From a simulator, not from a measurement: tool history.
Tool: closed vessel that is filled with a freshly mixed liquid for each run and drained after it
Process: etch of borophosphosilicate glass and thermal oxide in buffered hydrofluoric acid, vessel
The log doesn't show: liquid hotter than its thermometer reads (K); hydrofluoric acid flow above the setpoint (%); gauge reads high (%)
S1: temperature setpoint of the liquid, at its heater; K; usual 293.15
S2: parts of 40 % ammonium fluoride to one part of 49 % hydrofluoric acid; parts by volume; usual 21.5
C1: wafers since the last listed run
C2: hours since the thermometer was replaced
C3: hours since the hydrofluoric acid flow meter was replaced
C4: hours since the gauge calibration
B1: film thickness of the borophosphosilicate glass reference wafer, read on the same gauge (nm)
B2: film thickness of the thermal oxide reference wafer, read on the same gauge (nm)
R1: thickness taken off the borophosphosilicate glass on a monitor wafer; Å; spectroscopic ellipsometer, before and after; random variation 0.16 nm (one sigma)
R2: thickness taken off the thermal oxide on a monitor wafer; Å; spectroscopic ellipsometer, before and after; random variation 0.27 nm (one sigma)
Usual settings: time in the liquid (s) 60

Run 1, hour 0: usual settings; C1 0; C2 1693.3; C3 561.5; C4 919.7; B1 109.97; B2 29.94. Result: R1 328.7 Å, R2 285.4 Å.
At hour 12.2: hydrofluoric acid flow meter replaced.
Run 2, hour 92.6: usual settings; C1 13938; C2 1785.9; C3 80.4; C4 1012.3; B1 110.01; B2 30. Result: R1 328.1 Å, R2 290.6 Å.
Run 3, hour 165.9: usual settings; C1 11153; C2 1859.2; C3 153.7; C4 1085.6; B1 110; B2 29.97. Result: R1 329.1 Å, R2 292.9 Å.
Run 4, hour 265.3: usual settings; C1 15124; C2 1958.6; C3 253.1; C4 1185; B1 110.03; B2 30.02. Result: R1 331.7 Å, R2 290.2 Å.
Run 5, hour 315.9: usual settings; C1 7699; C2 2009.2; C3 303.7; C4 1235.6; B1 110.05; B2 29.99. Result: R1 329 Å, R2 289.6 Å.
Run 6, hour 419.3: usual settings; C1 15733; C2 2112.6; C3 407.1; C4 1339; B1 110; B2 30. Result: R1 332.4 Å, R2 293 Å.
Run 7, hour 503: usual settings; C1 12735; C2 2196.3; C3 490.8; C4 1422.7; B1 110.01; B2 29.96. Result: R1 331.9 Å, R2 293.5 Å.
At hour 575.7: gauge calibrated.
Run 8, hour 600.6: usual settings but S1 295.65 K, S2 24 parts by volume; C1 14851; C2 2293.9; C3 588.4; C4 24.9; B1 109.99; B2 30.05. Result: R1 353.2 Å, R2 305.2 Å.
At hour 620.2: hydrofluoric acid flow meter replaced.
At hour 636.6: thermometer replaced.
Run 9, hour 650.4: usual settings but S1 295.65 K, S2 24 parts by volume; C1 7273; C2 13.8; C3 30.2; C4 74.7; B1 109.99; B2 29.97. Result: R1 367.7 Å, R2 320.7 Å.
Run 10, hour 723.1: usual settings but S1 297.65 K, S2 17 parts by volume; C1 11062; C2 86.5; C3 102.9; C4 147.4; B1 110.01; B2 30.01. Result: R1 541.5 Å, R2 470.1 Å.
Run 11, hour 797.2: usual settings but time in the liquid (s) 50; C1 11275; C2 160.6; C3 177; C4 221.5; B1 110; B2 30.02. Result: R1 291.6 Å, R2 255.3 Å.
Run 12, hour 873.8: usual settings; C1 11655; C2 237.2; C3 253.6; C4 298.1; B1 110.01; B2 30. Result: R1 346.7 Å, R2 305.3 Å.
At hour 953.5: thermometer replaced, repeated, since the last time left the tool worse.
Run 13, hour 963.5: usual settings but time in the liquid (s) 95; C1 13496; C2 10; C3 343.3; C4 387.8; B1 110.03; B2 30.03. Result: R1 494.4 Å, R2 434 Å.
Run 14, hour 1037.3: usual settings but time in the liquid (s) 85; C1 11229; C2 83.8; C3 417.1; C4 461.6; B1 109.98; B2 30.06. Result: R1 437.7 Å, R2 390.7 Å.
Run 15, hour 1079.6: usual settings but S1 291.15 K, S2 28.5 parts by volume; C1 6436; C2 126.1; C3 459.4; C4 503.9; B1 109.99; B2 30.02. Result: R1 231.6 Å, R2 203.9 Å.
Run 16, hour 1161.3: usual settings; C1 12431; C2 207.8; C3 541.1; C4 585.6; B1 109.98; B2 29.99. Result: R1 313.4 Å, R2 273.2 Å.
At hour 1202: hydrofluoric acid flow meter replaced.
Run 17, hour 1284.2: usual settings but S2 14 parts by volume, time in the liquid (s) 50; C1 18548; C2 330.7; C3 82.2; C4 708.5; B1 110.02; B2 29.96. Result: R1 393.3 Å, R2 344.4 Å.
Run 18, hour 1386.5: usual settings but S1 297.15 K, S2 14 parts by volume; C1 15566; C2 433; C3 184.5; C4 810.8; B1 109.97; B2 29.94. Result: R1 592.8 Å, R2 513.5 Å.
Run 19, hour 1445.6: usual settings but S1 296.65 K, S2 26 parts by volume; C1 8992; C2 492.1; C3 243.6; C4 869.9; B1 110.01; B2 29.98. Result: R1 332.9 Å, R2 295.2 Å.

Forecast each of these 4 alternatives for the next run:
Run A, hour 1446.3: usual settings but S2 17.5 parts by volume; C1 106; C2 492.8; C3 244.3; C4 870.6; B1 ?; B2 ?. Result: R1 ?, R2 ?.
Run B, hour 1446.3: usual settings but S2 28.5 parts by volume, time in the liquid (s) 85; C1 106; C2 492.8; C3 244.3; C4 870.6; B1 ?; B2 ?. Result: R1 ?, R2 ?.
Run C, hour 1446.3: usual settings but S1 291.15 K, time in the liquid (s) 85; C1 106; C2 492.8; C3 244.3; C4 870.6; B1 ?; B2 ?. Result: R1 ?, R2 ?.
Run D, hour 1446.3: usual settings but S1 297.15 K; C1 106; C2 492.8; C3 244.3; C4 870.6; B1 ?; B2 ?. Result: R1 ?, R2 ?.

run      B1     B2     R1     R2
  A  109.99  30.02  377.6    336
  B  109.99  30.02  366.6  326.7
  C  109.99  30.02  398.7  354.5
  D  109.99  30.02  391.8  349.7
Without the tool's hidden state the same runs would have given:
run     R1     R2
  A    372    331
  B  361.1  321.8
  C  392.7  349.1
  D  386.1  344.5
